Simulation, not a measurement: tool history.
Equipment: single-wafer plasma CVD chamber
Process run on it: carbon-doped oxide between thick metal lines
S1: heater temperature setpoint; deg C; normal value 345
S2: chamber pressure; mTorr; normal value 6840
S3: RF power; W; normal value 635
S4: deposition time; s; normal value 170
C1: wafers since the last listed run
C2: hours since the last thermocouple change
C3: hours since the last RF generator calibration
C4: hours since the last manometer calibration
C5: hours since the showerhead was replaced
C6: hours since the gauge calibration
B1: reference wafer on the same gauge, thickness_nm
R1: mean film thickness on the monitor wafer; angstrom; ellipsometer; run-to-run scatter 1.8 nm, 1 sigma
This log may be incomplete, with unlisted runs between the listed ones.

run	hour	S1	S2	S3	S4	C1	C2	C3	C4	C5	C6	B1	R1
1	0	341	6840	550	170	0	568.8	2637.8	2371	2547.2	163.6	1169.942	9121.47
2	33.3	341	6840	550	170	375	602.1	2671.1	2404.3	2580.5	196.9	1170.917	9125.81
3	57.2	341	6840	550	170	269	626	2695	2428.2	2604.4	220.8	1170.581	9111.37
4	72	345	6840	635	170	167	640.8	2709.8	2443	2619.2	235.6	1170.498	9760.57
5	94.3	345	6840	635	170	251	663.1	2732.1	2465.3	2641.5	257.9	1170.064	9737.03
6	125.1	345	6840	635	170	347	693.9	2762.9	2496.1	2672.3	288.7	1170.192	9732.6
7	149.9	345	6840	635	151	279	718.7	2787.7	2520.9	2697.1	313.5	1170.149	8642.47
8	221.8	345	6840	635	151	811	790.6	2859.6	2592.8	2769	385.4	1169.878	8593.01
# hour 247.5: showerhead replaced
# hour 258.1: capacitance manometer re-zeroed and calibrated
# hour 262.9: RF generator calibrated
9	263.4	345	7920	635	185	234	832.2	0.5	5.3	15.9	427	1169.888	11295.75
10	271.4	345	6840	635	170	90	840.2	8.5	13.3	23.9	435	1169.868	10282.25

What will run 11 give?
# hour 280.7: gauge calibrated
11	283.5	358	6840	760	154	136	852.3	20.6	25.4	36	2.8	?	?

Logged for run 11: B1 1170.018, R1 9924.46 angstrom.
Without the tool's hidden state the same run would have given R1 9944.28 angstrom.
